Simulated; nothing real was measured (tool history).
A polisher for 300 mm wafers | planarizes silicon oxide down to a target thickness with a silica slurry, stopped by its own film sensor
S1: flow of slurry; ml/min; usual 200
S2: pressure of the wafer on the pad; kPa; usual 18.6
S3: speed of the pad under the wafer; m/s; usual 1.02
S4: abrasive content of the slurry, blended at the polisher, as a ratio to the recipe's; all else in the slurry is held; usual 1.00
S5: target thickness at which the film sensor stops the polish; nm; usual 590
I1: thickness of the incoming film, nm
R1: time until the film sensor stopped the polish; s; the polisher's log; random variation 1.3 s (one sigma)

run	day	S1	S2	S3	S4	S5	I1	R1
1	0.000	200	18.6	1.02	1.00	590	776.6	95.5
2	2.004	200	18.6	1.02	0.75	590	771.9	115.2
3	2.708	200	18.6	1.02	0.75	590	780.9	124.5
4	3.012	200	18.6	1.02	0.75	590	774.0	120.4
5	3.396	200	18.6	1.02	1.00	590	765.1	92.0
# day 3.517: slurry nozzle cleaned
# day 3.717: worn pad replaced by a new one
6	3.862	265	15.2	1.38	1.00	649	768.5	56.8
7	4.200	200	13.8	0.68	1.10	572	781.9	173.0
# day 4.408: head pressure recalibrated
8	4.542	200	18.6	1.02	1.00	539	785.7	129.6
9	5.146	165	13.1	0.78	1.25	590	765.0	134.0
10	5.754	200	13.1	1.26	1.00	590	793.9	121.6
11	6.017	200	18.6	1.02	1.00	590	782.0	103.5
12	6.750	225	18.6	1.02	1.00	590	768.9	97.1
13	7.350	170	18.6	1.02	1.00	590	784.8	108.4
14	7.700	200	18.6	1.12	1.00	613	777.8	85.6
15	8.288	260	13.8	1.02	1.00	640	775.8	90.7
16	8.871	200	18.6	1.02	1.00	539	777.7	132.6
17	9.221	165	13.1	0.78	1.25	590	777.4	142.7
# day 9.488: slurry blender recalibrated
# day 9.746: worn pad replaced by a new one
18	9.817	250	18.6	1.02	1.00	590	781.6	94.1
19	10.467	200	18.6	1.02	1.00	590	778.1	97.2
20	11.092	200	18.6	1.02	0.90	590	771.7	102.1
21	11.800	200	22.8	0.86	1.00	636	778.0	73.7
22	12.121	200	18.6	1.02	0.70	590	794.0	140.8
23	12.762	200	23.4	0.84	1.00	590	774.3	94.8
24	13.329	200	18.6	1.02	1.00	623	783.8	86.8
25	13.746	165	18.6	1.24	1.00	590	770.2	92.1
26	14.371	200	18.6	1.02	1.00	590	779.5	107.5

Forecast each of these 4 alternatives for the next run:
A	14.392	200	18.6	1.02	1.00	620	786.5	?
B	14.392	200	18.6	1.34	1.30	590	786.5	?
C	14.392	200	18.6	0.76	1.00	590	786.5	?
D	14.392	235	24.1	1.36	1.00	590	786.5	?

run	R1
A	93.7
B	81.1
C	131.9
D	75.3
Without the tool's hidden state the same runs would have given:
run	R1
A	80.5
B	68.7
C	115.4
D	61.7

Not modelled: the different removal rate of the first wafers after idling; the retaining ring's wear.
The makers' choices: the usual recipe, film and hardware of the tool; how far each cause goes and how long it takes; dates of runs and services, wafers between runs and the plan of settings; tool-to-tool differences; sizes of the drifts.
